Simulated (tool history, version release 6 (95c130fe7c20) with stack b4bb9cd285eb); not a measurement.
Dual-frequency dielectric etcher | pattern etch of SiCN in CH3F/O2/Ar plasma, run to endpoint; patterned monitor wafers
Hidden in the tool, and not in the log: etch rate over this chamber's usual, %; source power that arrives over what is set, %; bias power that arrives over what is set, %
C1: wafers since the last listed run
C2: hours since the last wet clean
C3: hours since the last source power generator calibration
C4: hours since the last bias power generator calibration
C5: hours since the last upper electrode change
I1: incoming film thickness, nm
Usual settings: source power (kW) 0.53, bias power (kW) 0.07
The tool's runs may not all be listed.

Run 1, hour 0: usual settings; C1 0; C2 0.5; C3 3621.2; C4 1890.2; C5 3320.8; I1 6.99. Result: endpoint time (s) 15.3.
Run 2, hour 84.1: usual settings but source power (kW) 0.44; C1 1022; C2 84.6; C3 3705.3; C4 1974.3; C5 3404.9; I1 7.04. Result: endpoint time (s) 16.1.
Run 3, hour 143.1: usual settings but source power (kW) 0.44; C1 717; C2 143.6; C3 3764.3; C4 2033.3; C5 3463.9; I1 7.04. Result: endpoint time (s) 15.8.
Run 4, hour 206.9: usual settings; C1 775; C2 207.4; C3 3828.1; C4 2097.1; C5 3527.7; I1 7.02. Result: endpoint time (s) 14.9.
Run 5, hour 233.7: usual settings; C1 325; C2 234.2; C3 3854.9; C4 2123.9; C5 3554.5; I1 7.03. Result: endpoint time (s) 15.
Run 6, hour 264.1: usual settings; C1 369; C2 264.6; C3 3885.3; C4 2154.3; C5 3584.9; I1 7.02. Result: endpoint time (s) 14.9.
Run 7, hour 305.7: usual settings; C1 505; C2 306.2; C3 3926.9; C4 2195.9; C5 3626.5; I1 7.01. Result: endpoint time (s) 14.9.
Run 8, hour 371.4: usual settings; C1 798; C2 371.9; C3 3992.6; C4 2261.6; C5 3692.2; I1 7.07. Result: endpoint time (s) 14.9.
Run 9, hour 406.8: usual settings; C1 430; C2 407.3; C3 4028; C4 2297; C5 3727.6; I1 6.95. Result: endpoint time (s) 14.6.
At hour 426.9: source power generator calibrated.
Run 10, hour 434.4: usual settings; C1 286; C2 434.9; C3 7.5; C4 2324.6; C5 3755.2; I1 7.04. Result: endpoint time (s) 14.7.
At hour 496.1: wet clean of the chamber.
Run 11, hour 496.6: usual settings; C1 464; C2 0.5; C3 69.7; C4 2386.8; C5 3817.4; I1 6.95. Result: endpoint time (s) 15.1.
Run 12, hour 537: usual settings; C1 491; C2 40.9; C3 110.1; C4 2427.2; C5 3857.8; I1 7.08. Result: endpoint time (s) 15.3.
At hour 592: upper electrode replaced.
Run 13, hour 592.5: usual settings but bias power (kW) 0.064; C1 382; C2 96.4; C3 165.6; C4 2482.7; C5 0.5; I1 6.96. Result: endpoint time (s) 15.7.
Run 14, hour 629: usual settings; C1 443; C2 132.9; C3 202.1; C4 2519.2; C5 37; I1 6.97. Result: endpoint time (s) 15.
Run 15, hour 697.6: usual settings but source power (kW) 0.42, bias power (kW) 0.059; C1 833; C2 201.5; C3 270.7; C4 2587.8; C5 105.6; I1 6.98. Result: endpoint time (s) 17.3.
Run 16, hour 765.8: usual settings but source power (kW) 0.5, bias power (kW) 0.079; C1 829; C2 269.7; C3 338.9; C4 2656; C5 173.8; I1 7.03. Result: endpoint time (s) 14.3.
Run 17, hour 824.8: usual settings but source power (kW) 0.41, bias power (kW) 0.077; C1 717; C2 328.7; C3 397.9; C4 2715; C5 232.8; I1 7.04. Result: endpoint time (s) 15.3.
Run 18, hour 881.8: usual settings; C1 692; C2 385.7; C3 454.9; C4 2772; C5 289.8; I1 6.99. Result: endpoint time (s) 14.8.
Run 19, hour 924.3: usual settings; C1 516; C2 428.2; C3 497.4; C4 2814.5; C5 332.3; I1 7.01. Result: endpoint time (s) 14.8.
At hour 950.6: bias power generator calibrated.
Run 20, hour 971.6: usual settings but bias power (kW) 0.057; C1 526; C2 475.5; C3 544.7; C4 21; C5 379.6; I1 7. Result: endpoint time (s) 16.1.
Run 21, hour 1079.6: usual settings but source power (kW) 0.41, bias power (kW) 0.055; C1 1312; C2 583.5; C3 652.7; C4 129; C5 487.6; I1 7.02. Result: endpoint time (s) 17.7.
At hour 1112.8: wet clean of the chamber.
Run 22, hour 1133.1: usual settings; C1 358; C2 20.3; C3 706.2; C4 182.5; C5 541.1; I1 6.92. Result: endpoint time (s) 15.
Run 23, hour 1180.3: usual settings but source power (kW) 0.44, bias power (kW) 0.087; C1 573; C2 67.5; C3 753.4; C4 229.7; C5 588.3; I1 6.94. Result: endpoint time (s) 14.1.
Run 24, hour 1231.5: usual settings but source power (kW) 0.65; C1 622; C2 118.7; C3 804.6; C4 280.9; C5 639.5; I1 7.04. Result: endpoint time (s) 14.1.
Run 25, hour 1273.9: usual settings; C1 515; C2 161.1; C3 847; C4 323.3; C5 681.9; I1 7.04. Result: endpoint time (s) 15.1.
Run 26, hour 1332.6: usual settings but source power (kW) 0.62, bias power (kW) 0.075; C1 713; C2 219.8; C3 905.7; C4 382; C5 740.6; I1 7.03. Result: endpoint time (s) 13.8.
Run 27, hour 1378.3: usual settings but source power (kW) 0.45, bias power (kW) 0.081; C1 555; C2 265.5; C3 951.4; C4 427.7; C5 786.3; I1 6.99. Result: endpoint time (s) 14.6.
Run 28, hour 1443.3: usual settings but source power (kW) 0.64, bias power (kW) 0.065; C1 790; C2 330.5; C3 1016.4; C4 492.7; C5 851.3; I1 7.07. Result: endpoint time (s) 14.7.
Run 29, hour 1510.7: usual settings; C1 819; C2 397.9; C3 1083.8; C4 560.1; C5 918.7; I1 6.91. Result: endpoint time (s) 14.6.
At hour 1663.4: wet clean of the chamber.
Run 30, hour 1663.9: usual settings; C1 1570; C2 0.5; C3 1237; C4 713.3; C5 1071.9; I1 6.99. Result: endpoint time (s) 15.3.
Run 31, hour 1678.1: usual settings but source power (kW) 0.41, bias power (kW) 0.052; C1 172; C2 14.7; C3 1251.2; C4 727.5; C5 1086.1; I1 6.97. Result: endpoint time (s) 19.2.
Run 32, hour 1717.2: usual settings but source power (kW) 0.59; C1 475; C2 53.8; C3 1290.3; C4 766.6; C5 1125.2; I1 6.92. Result: endpoint time (s) 14.6.
Run 33, hour 1757: usual settings but source power (kW) 0.43, bias power (kW) 0.057; C1 483; C2 93.6; C3 1330.1; C4 806.4; C5 1165; I1 6.95. Result: endpoint time (s) 17.6.
Run 34, hour 1829.2: usual settings but source power (kW) 0.49, bias power (kW) 0.086; C1 877; C2 165.8; C3 1402.3; C4 878.6; C5 1237.2; I1 7.01. Result: endpoint time (s) 13.9.

Below are 5 alternative next runs, each starting from the tool's condition after run 34. Predict each:
Run A, hour 1829.6: usual settings; C1 4; C2 166.2; C3 1402.7; C4 879; C5 1237.6; I1 6.98. Result: endpoint time (s) ?.
Run B, hour 1829.6: usual settings but bias power (kW) 0.087; C1 4; C2 166.2; C3 1402.7; C4 879; C5 1237.6; I1 6.98. Result: endpoint time (s) ?.
Run C, hour 1829.6: usual settings but bias power (kW) 0.082; C1 4; C2 166.2; C3 1402.7; C4 879; C5 1237.6; I1 6.98. Result: endpoint time (s) ?.
Run D, hour 1829.6: usual settings but source power (kW) 0.47, bias power (kW) 0.064; C1 4; C2 166.2; C3 1402.7; C4 879; C5 1237.6; I1 6.98. Result: endpoint time (s) ?.
Run E, hour 1829.6: usual settings but source power (kW) 0.62, bias power (kW) 0.054; C1 4; C2 166.2; C3 1402.7; C4 879; C5 1237.6; I1 6.98. Result: endpoint time (s) ?.

run  endpoint time (s)
  A               14.9
  B               13.4
  C               13.7
  D               16.1
  E               16.1
With the hidden condition removed and each run's random variation left untouched, the same runs would have given:
run  endpoint time (s)
  A                 15
  B               13.5
  C               13.9
  D               16.2
  E               16.2
